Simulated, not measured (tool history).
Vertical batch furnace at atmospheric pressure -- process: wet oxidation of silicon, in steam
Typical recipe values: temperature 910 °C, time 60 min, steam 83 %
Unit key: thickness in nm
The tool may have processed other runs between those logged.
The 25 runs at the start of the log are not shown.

run      day  temperature  time  steam  wafers since the last listed run  hours since the last temperature calibration  hours since the steam generator was serviced  hours since the gauge calibration  read-back reference wafer on the same gauge, thickness  thickness
      83.667  -- steam generator serviced
 26   85.233          887    60     92                              1645                                          1364                                          37.6                              665.1                                                  173.04     114.41
 27   87.196          910    60     83                               849                                        1411.1                                          84.7                              712.2                                                  172.98     144.73
 28   91.388          910    69     79                              1814                                        1511.7                                         185.3                              812.8                                                  172.95     156.77
 29   93.733          923    81     83                              1015                                          1568                                         241.6                              869.1                                                  173.11     218.61
 30   97.983          889  41.5     78                              1840                                          1670                                         343.6                              971.1                                                   172.9      71.45
 31  101.738          910  33.5     83                              1625                                        1760.1                                         433.7                             1061.2                                                  173.12      85.17
 32  106.046          900    44     91                              1865                                        1863.5                                         537.1                             1164.6                                                  173.13     103.88
 33  107.554          924    60     71                               653                                        1899.7                                         573.3                             1200.8                                                  172.94      148.7
 34  110.283          902    60     87                              1181                                        1965.2                                         638.8                             1266.3                                                  173.15     135.89
 35  112.967          910    60     83                              1161                                        2029.6                                         703.2                             1330.7                                                  172.94     144.39
 36  115.004          910    60     83                               882                                        2078.5                                         752.1                             1379.6                                                  172.98     143.81
 37  119.388          910    60     83                              1897                                        2183.7                                         857.3                             1484.8                                                  173.05     144.56
 38  121.133          910    43     83                               755                                        2225.6                                         899.2                             1526.7                                                  172.86     107.14

What if the next run were any one of these 4? Each begins from the tool's condition after run 38:
  A  121.346          910    60     83                                92                                        2230.7                                         904.3                             1531.8                                                       ?          ?
  B  121.346          930    34     83                                92                                        2230.7                                         904.3                             1531.8                                                       ?          ?
  C  121.346          901  47.5     93                                92                                        2230.7                                         904.3                             1531.8                                                       ?          ?
  D  121.346          921  42.5     83                                92                                        2230.7                                         904.3                             1531.8                                                       ?          ?

run  read-back reference wafer on the same gauge, thickness  thickness
  A                                                  173.04      144.4
  B                                                  173.04     110.77
  C                                                  173.04     114.69
  D                                                  173.04     121.61
What these runs would have given with no unlogged condition in the tool:
run  thickness
  A     145.48
  B      111.6
  C     115.57
  D     122.52
